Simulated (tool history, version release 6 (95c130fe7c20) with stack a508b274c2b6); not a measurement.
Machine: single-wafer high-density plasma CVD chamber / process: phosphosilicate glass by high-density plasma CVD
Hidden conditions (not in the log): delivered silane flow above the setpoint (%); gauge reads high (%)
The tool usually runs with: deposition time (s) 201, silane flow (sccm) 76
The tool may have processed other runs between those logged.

run,hour,deposition time (s),silane flow (sccm),wafers since the last listed run,hours since the silane flow controller was replaced,hours since the gauge calibration,"read-back reference wafer on the same gauge, thickness_nm",mean film thickness on the monitor wafer (Å)
1,0,188,70,0,3425.6,60.7,1490.441,12484.18
2,7.3,188,70,73,3432.9,68,1488.944,12557.03
3,24.2,201,87,169,3449.8,84.9,1490.529,16671.85
4,32.7,201,87,85,3458.3,93.4,1490.251,16628.75
5,48.8,201,76,161,3474.4,109.5,1490.781,14529.87
6,57.4,201,76,86,3483,118.1,1488.821,14527.86
7,71.2,201,76,138,3496.8,131.9,1490.543,14511.47
8,88.3,201,76,171,3513.9,149,1489.998,14572.42
9,97,169,76,87,3522.6,157.7,1489.959,12283.59
10,110,169,76,130,3535.6,170.7,1492.415,12244.45
11,124.3,169,76,143,3549.9,185,1488.417,12186.58
12,131.1,212,76,68,3556.7,191.8,1489.644,15325.01
13,137.2,212,76,61,3562.8,197.9,1491.034,15311.92
# hour 145.8: silane flow controller replaced
14,146.3,212,76,11,0.5,207,1492.143,15329.46
15,162.7,214,76,164,16.9,223.4,1492.182,15498.67
16,172.5,201,76,98,26.7,233.2,1490.058,14449.18
17,180,201,76,75,34.2,240.7,1488.754,14603.81
18,189.4,201,76,94,43.6,250.1,1490.427,14611.56
19,197.8,201,76,84,52,258.5,1488.345,14565.91
20,213.1,201,76,153,67.3,273.8,1490.504,14486.22
21,223.3,201,76,102,77.5,284,1490.684,14582.43
22,234.4,201,76,111,88.6,295.1,1489.074,14591.02
23,243.9,201,71,95,98.1,304.6,1490.641,13600.04
24,257,237,76,131,111.2,317.7,1489.857,17075.83
25,265.1,187,70,81,119.3,325.8,1490.394,12456.83
26,274.8,201,76,97,129,335.5,1489.865,14502.01
27,284.9,236,89,101,139.1,345.6,1490.646,20035.72
28,301.2,239,76,163,155.4,361.9,1491.295,17214.99
29,315,217,85,138,169.2,375.7,1490.18,17506.24
30,323.6,201,91,86,177.8,384.3,1491.105,17496.87
31,333.2,224,88,96,187.4,393.9,1487.759,18682.09
32,342,167,66,88,196.2,402.7,1488.212,10502.82
33,350.8,201,76,88,205,411.5,1491.478,14579.93
34,364.4,180,63,136,218.6,425.1,1491.434,10845.81
35,379.3,213,87,149,233.5,440,1491.661,17666.86
# hour 386.5: gauge calibrated
36,394,233,76,147,248.2,7.5,1488.398,16863.03
37,413.2,201,76,193,267.4,26.7,1489.873,14495.43
38,422.3,201,76,91,276.5,35.8,1490.049,14541.48
39,433.6,178,69,113,287.8,47.1,1489.479,11652.46
40,448.7,201,76,151,302.9,62.2,1489.606,14572.63
41,462.9,211,88,142,317.1,76.4,1491.702,17700.35
42,478,220,87,151,332.2,91.5,1490.843,18240.14
43,485.2,201,76,72,339.4,98.7,1490.613,14538.5

Hidden condition of the tool, last listed run before each entry between runs versus first listed run after:
Logged between run 13 and run 14: silane flow controller replaced (hour 145.8)
  the hidden state is the same at both runs
Logged between run 35 and run 36: gauge calibrated (hour 386.5)
  the hidden state is the same at both runs
